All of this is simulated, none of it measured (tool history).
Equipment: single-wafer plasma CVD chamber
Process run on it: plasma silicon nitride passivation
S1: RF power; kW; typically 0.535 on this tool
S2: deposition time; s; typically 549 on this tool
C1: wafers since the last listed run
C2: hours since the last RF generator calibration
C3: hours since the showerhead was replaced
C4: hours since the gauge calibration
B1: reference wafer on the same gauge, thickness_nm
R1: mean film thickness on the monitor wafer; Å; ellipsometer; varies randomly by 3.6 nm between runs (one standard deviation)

run,day,S1,S2,C1,C2,C3,C4,B1,R1
1,0,0.535,549,0,1994,3978.6,350.2,657.626,7880.54
2,2.488,0.535,549,263,2053.7,4038.3,409.9,657.326,7839.39
3,4.046,0.535,549,164,2091.1,4075.7,447.3,656.409,7825.22
4,7,0.475,572,312,2162,4146.6,518.2,655.563,7857.9
5,9.654,0.475,572,280,2225.7,4210.3,581.9,654.48,7834.65
6,12.004,0.475,572,248,2282.1,4266.7,638.3,651.591,7841.27
7,14.238,0.535,549,236,2335.7,4320.3,691.9,653.601,7749.53
8,17.017,0.535,549,293,2402.4,4387,758.6,649.024,7714.14
9,18.946,0.535,549,204,2448.7,4433.3,804.9,648.746,7726.76
10,21.929,0.47,549,315,2520.3,4504.9,876.5,646.617,7399.71
11,22.929,0.47,549,105,2544.3,4528.9,900.5,645.914,7387.24
12,24.812,0.535,549,199,2589.5,4574.1,945.7,645.205,7667.11
13,25.842,0.535,549,108,2614.2,4598.8,970.4,643.574,7645.38
14,27.4,0.58,549,164,2651.6,4636.2,1007.8,642.846,7799.2
# day 30.625: RF generator calibrated
# day 31.317: gauge calibrated
15,32.162,0.535,586,468,36.9,4750.5,20.3,658.99,8318.86
16,34.304,0.535,549,226,88.3,4801.9,71.7,658.324,7857.34
17,35.717,0.505,629,149,122.2,4835.8,105.6,658.555,8782.55
# day 37.408: showerhead replaced
18,37.429,0.44,617,145,163.3,0.5,146.7,657.105,8249.43
19,39.4,0.48,499,208,210.6,47.8,194,658.895,6904.66
20,40.725,0.445,549,140,242.4,79.6,225.8,659.301,7359.98
21,42.842,0.48,549,223,293.2,130.4,276.6,657.453,7573.13
22,44.212,0.535,549,144,326.1,163.3,309.5,655.688,7808.2
23,46.754,0.445,584,268,387.1,224.3,370.5,656.846,7810.47
24,48.817,0.535,549,218,436.6,273.8,420,655.425,7839.82
25,49.983,0.495,452,123,464.6,301.8,448,656.428,6300.32
26,52.196,0.535,549,234,517.7,354.9,501.1,654.914,7829.68
27,54.092,0.47,460,200,563.2,400.4,546.6,654.518,6266.4
28,56.696,0.535,549,275,625.7,462.9,609.1,652.882,7742.53
29,64.1,0.625,517,783,803.4,640.6,786.8,647.041,7566.19

Across each entry between runs, compare the hidden state at the last listed run before it with the hidden state at the first listed run after it:
Runs 14 to 15: RF generator calibrated (day 30.625); gauge calibrated (day 31.317)
  gauge reads high (%): -2.49 -> 0.0113
  difference, measured minus the result without the unlogged condition, R1: -199.48 -> +0.94 Å
Runs 17 to 18: showerhead replaced (day 37.408)
  gauge reads high (%): -0.0164 -> -0.043
  difference, measured minus the result without the unlogged condition, R1: -1.43 -> -3.55 Å
